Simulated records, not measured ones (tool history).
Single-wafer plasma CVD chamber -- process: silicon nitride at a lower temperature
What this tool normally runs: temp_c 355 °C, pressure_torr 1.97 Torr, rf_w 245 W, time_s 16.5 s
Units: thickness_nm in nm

| run | hour | temp_c | pressure_torr | rf_w | time_s | read-back reference wafer on the same gauge, thickness_nm | thickness_nm |
|---|---|---|---|---|---|---|---|
| 1 | 0.0 | 355 | 1.97 | 245 | 16.5 | 18.188 | 15.910 |
| 2 | 24.6 | 355 | 1.97 | 245 | 16.5 | 18.243 | 15.792 |
| 3 | 79.3 | 355 | 1.97 | 245 | 16.5 | 18.218 | 15.728 |
| 4 | 134.6 | 355 | 1.97 | 245 | 16.5 | 18.209 | 15.599 |
| 5 | 181.3 | 355 | 1.97 | 245 | 16.5 | 18.187 | 15.701 |
| 6 | 223.0 | 355 | 1.97 | 245 | 16.5 | 18.231 | 15.602 |
| 7 | 247.9 | 355 | 1.97 | 245 | 18.5 | 18.222 | 17.602 |
| 8 | 315.8 | 355 | 1.97 | 245 | 18.5 | 18.164 | 17.486 |
| 9 | 378.4 | 355 | 1.97 | 245 | 18.5 | 18.188 | 17.412 |
| 10 | 432.6 | 355 | 1.97 | 245 | 16.5 | 18.193 | 15.662 |
| 11 | 493.2 | 355 | 1.97 | 245 | 16.5 | 18.177 | 15.531 |
| 12 | 559.6 | 355 | 1.97 | 245 | 16.5 | 18.221 | 15.537 |
| 13 | 616.4 | 355 | 2.35 | 265 | 19.8 | 18.221 | 20.251 |
| 14 | 673.9 | 355 | 1.97 | 245 | 15.0 | 18.216 | 14.124 |
| 15 | 699.5 | 355 | 1.97 | 245 | 16.5 | 18.212 | 15.537 |
| 16 | 763.3 | 347 | 2.17 | 290 | 18.9 | 18.219 | 20.092 |
|  | 807.1 | RF generator calibrated |
| 17 | 823.7 | 355 | 1.97 | 245 | 16.5 | 18.204 | 16.120 |
| 18 | 862.3 | 355 | 1.97 | 245 | 16.5 | 18.196 | 16.078 |
|  | 905.3 | showerhead replaced |
| 19 | 909.8 | 355 | 1.75 | 270 | 16.5 | 18.204 | 16.727 |
| 20 | 958.0 | 368 | 1.56 | 245 | 16.5 | 18.174 | 15.156 |
|  | 996.1 | gauge calibrated |
| 21 | 1014.5 | 341 | 1.57 | 260 | 16.5 | 18.202 | 15.756 |
|  | 1033.8 | capacitance manometer re-zeroed and calibrated |
|  | 1061.5 | thermocouple changed; heater temperature recalibrated |
| 22 | 1066.8 | 355 | 1.97 | 245 | 16.5 | 18.183 | 15.930 |
| 23 | 1119.6 | 359 | 1.51 | 260 | 16.5 | 18.204 | 15.474 |
| 24 | 1168.4 | 355 | 1.97 | 245 | 16.5 | 18.207 | 15.754 |
| 25 | 1219.8 | 348 | 1.97 | 245 | 17.5 | 18.216 | 16.693 |
| 26 | 1279.7 | 355 | 1.74 | 245 | 16.5 | 18.181 | 15.334 |
| 27 | 1333.1 | 355 | 1.97 | 245 | 16.5 | 18.184 | 15.703 |
| 28 | 1367.8 | 355 | 2.43 | 260 | 17.9 | 18.211 | 18.375 |
| 29 | 1429.5 | 344 | 1.97 | 245 | 18.6 | 18.197 | 17.677 |

Predict each of these 3 candidate next runs independently; none follows another, all start after run 29:
| A | 1429.9 | 355 | 1.97 | 245 | 16.5 | ? | ? |
| B | 1429.9 | 355 | 2.23 | 220 | 16.5 | ? | ? |
| C | 1429.9 | 347 | 1.97 | 245 | 16.5 | ? | ? |

| run | read-back reference wafer on the same gauge, thickness_nm | thickness_nm |
|---|---|---|
| A | 18.203 | 15.764 |
| B | 18.203 | 15.144 |
| C | 18.203 | 15.806 |
With no hidden state in the tool, these same runs would have given:
| run | thickness_nm |
|---|---|
| A | 16.303 |
| B | 15.688 |
| C | 16.347 |

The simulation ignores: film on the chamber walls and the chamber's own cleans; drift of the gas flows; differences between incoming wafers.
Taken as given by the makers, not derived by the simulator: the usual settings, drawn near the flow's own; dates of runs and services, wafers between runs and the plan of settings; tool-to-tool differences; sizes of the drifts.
